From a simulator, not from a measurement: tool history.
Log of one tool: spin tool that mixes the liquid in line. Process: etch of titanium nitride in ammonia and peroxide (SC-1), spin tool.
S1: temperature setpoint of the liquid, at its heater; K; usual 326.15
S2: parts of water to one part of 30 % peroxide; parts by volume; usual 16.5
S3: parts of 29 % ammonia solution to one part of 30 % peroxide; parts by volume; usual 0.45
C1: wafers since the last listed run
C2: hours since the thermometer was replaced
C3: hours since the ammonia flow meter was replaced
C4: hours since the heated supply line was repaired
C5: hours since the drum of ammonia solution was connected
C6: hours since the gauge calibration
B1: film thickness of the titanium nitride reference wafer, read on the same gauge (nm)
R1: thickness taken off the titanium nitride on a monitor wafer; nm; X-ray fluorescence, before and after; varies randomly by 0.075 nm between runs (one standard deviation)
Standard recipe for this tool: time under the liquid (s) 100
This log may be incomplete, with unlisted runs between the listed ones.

Run 1, hour 0: usual settings but S1 320.15 K; C1 0; C2 2322.1; C3 9.2; C4 3035.4; C5 82.7; C6 961.1; B1 80. Result: R1 6.32 nm.
At hour 24.1: gauge calibrated.
Run 2, hour 26.5: usual settings but S2 20 parts by volume; C1 226; C2 2348.6; C3 35.7; C4 3061.9; C5 109.2; C6 2.4; B1 80.01. Result: R1 8.52 nm.
Run 3, hour 61.7: usual settings but S1 322.15 K, S3 0.55 parts by volume; C1 300; C2 2383.8; C3 70.9; C4 3097.1; C5 144.4; C6 37.6; B1 80.01. Result: R1 7.57 nm.
At hour 83.2: heated supply line repaired.
Run 4, hour 91: usual settings but S1 316.65 K, S2 20 parts by volume, S3 0.6 parts by volume, time under the liquid (s) 75; C1 241; C2 2413.1; C3 100.2; C4 7.8; C5 173.7; C6 66.9; B1 80.02. Result: R1 3.45 nm.
Run 5, hour 125.5: usual settings but S1 333.65 K; C1 294; C2 2447.6; C3 134.7; C4 42.3; C5 208.2; C6 101.4; B1 80.02. Result: R1 15.6 nm.
Run 6, hour 158.7: usual settings; C1 283; C2 2480.8; C3 167.9; C4 75.5; C5 241.4; C6 134.6; B1 79.97. Result: R1 9.6 nm.
Run 7, hour 188.9: usual settings but S2 11 parts by volume, time under the liquid (s) 80; C1 257; C2 2511; C3 198.1; C4 105.7; C5 271.6; C6 164.8; B1 80.03. Result: R1 9.49 nm.
At hour 194.1: thermometer replaced.
Run 8, hour 204.5: usual settings but S1 334.15 K, S3 0.3 parts by volume, time under the liquid (s) 75; C1 124; C2 10.4; C3 213.7; C4 121.3; C5 287.2; C6 180.4; B1 79.99. Result: R1 12.06 nm.
Run 9, hour 227.1: usual settings but S1 316.65 K, S2 20 parts by volume, S3 0.6 parts by volume, time under the liquid (s) 75; C1 192; C2 33; C3 236.3; C4 143.9; C5 309.8; C6 203; B1 80.01. Result: R1 3.63 nm.
Run 10, hour 250.2: usual settings but S1 320.15 K, S2 18.5 parts by volume; C1 197; C2 56.1; C3 259.4; C4 167; C5 332.9; C6 226.1; B1 79.98. Result: R1 6.22 nm.
Run 11, hour 262.6: usual settings; C1 105; C2 68.5; C3 271.8; C4 179.4; C5 345.3; C6 238.5; B1 80.01. Result: R1 9.88 nm.
Run 12, hour 277.7: usual settings but time under the liquid (s) 140; C1 128; C2 83.6; C3 286.9; C4 194.5; C5 360.4; C6 253.6; B1 80.02. Result: R1 14.06 nm.
Run 13, hour 303.7: usual settings but S1 322.15 K, S2 11 parts by volume; C1 221; C2 109.6; C3 312.9; C4 220.5; C5 386.4; C6 279.6; B1 80.03. Result: R1 9.43 nm.
Run 14, hour 316.1: usual settings but S3 0.3 parts by volume, time under the liquid (s) 140; C1 105; C2 122; C3 325.3; C4 232.9; C5 398.8; C6 292; B1 80. Result: R1 13.05 nm.
Run 15, hour 337.8: usual settings but S1 330.15 K; C1 185; C2 143.7; C3 347; C4 254.6; C5 420.5; C6 313.7; B1 79.97. Result: R1 13.3 nm.
Run 16, hour 367.8: usual settings but S1 331.15 K, S2 20 parts by volume, S3 0.35 parts by volume, time under the liquid (s) 80; C1 256; C2 173.7; C3 377; C4 284.6; C5 450.5; C6 343.7; B1 79.96. Result: R1 9.59 nm.
Run 17, hour 400: usual settings but S2 23 parts by volume, time under the liquid (s) 75; C1 274; C2 205.9; C3 409.2; C4 316.8; C5 482.7; C6 375.9; B1 79.98. Result: R1 6.25 nm.
Run 18, hour 422.1: usual settings but S1 323.15 K; C1 188; C2 228; C3 431.3; C4 338.9; C5 504.8; C6 398; B1 80.01. Result: R1 8.13 nm.
Run 19, hour 451.3: usual settings but S1 320.15 K, S2 14 parts by volume, S3 0.25 parts by volume, time under the liquid (s) 135; C1 249; C2 257.2; C3 460.5; C4 368.1; C5 534; C6 427.2; B1 79.98. Result: R1 8.73 nm.
Run 20, hour 481.7: usual settings but S2 22 parts by volume, S3 0.35 parts by volume; C1 259; C2 287.6; C3 490.9; C4 398.5; C5 564.4; C6 457.6; B1 80.02. Result: R1 8.17 nm.
Run 21, hour 499.3: usual settings; C1 150; C2 305.2; C3 508.5; C4 416.1; C5 582; C6 475.2; B1 80.01. Result: R1 9.95 nm.
Run 22, hour 527.4: usual settings but S1 330.15 K, S3 0.5 parts by volume; C1 239; C2 333.3; C3 536.6; C4 444.2; C5 610.1; C6 503.3; B1 80.01. Result: R1 13.17 nm.
Run 23, hour 550.7: usual settings but S1 320.65 K, S2 20 parts by volume, time under the liquid (s) 50; C1 198; C2 356.6; C3 559.9; C4 467.5; C5 633.4; C6 526.6; B1 80.01. Result: R1 3.07 nm.
Run 24, hour 571.2: usual settings but S1 319.15 K, time under the liquid (s) 55; C1 175; C2 377.1; C3 580.4; C4 488; C5 653.9; C6 547.1; B1 80.02. Result: R1 3.34 nm.
Run 25, hour 599.7: usual settings but time under the liquid (s) 75; C1 243; C2 405.6; C3 608.9; C4 516.5; C5 682.4; C6 575.6; B1 80.01. Result: R1 7.42 nm.

For each run, the measured value with the value that run would have given without the tool's hidden condition subtracted. The run-to-run variation is shared by both, the gauge scatter possibly not:
Hidden state at play: liquid colder than its thermometer reads (K); ammonia flow below the setpoint (%); temperature lost on the way to the wafer (K); ammonia solution weaker than its label (%); gauge reads high (%).
run     R1
  1  -0.39
  2  -0.51
  3  -0.47
  4  -0.23
  5  -0.94
  6  -0.61
  7  -0.61
  8  -0.07
  9  -0.03
 10  -0.05
 11  -0.08
 12  -0.13
 13   -0.1
 14  -0.13
 15  -0.13
 16   -0.1
 17  -0.07
 18   -0.1
 19  -0.12
 20  -0.11
 21  -0.14
 22   -0.2
 23  -0.05
 24  -0.06
 25  -0.12

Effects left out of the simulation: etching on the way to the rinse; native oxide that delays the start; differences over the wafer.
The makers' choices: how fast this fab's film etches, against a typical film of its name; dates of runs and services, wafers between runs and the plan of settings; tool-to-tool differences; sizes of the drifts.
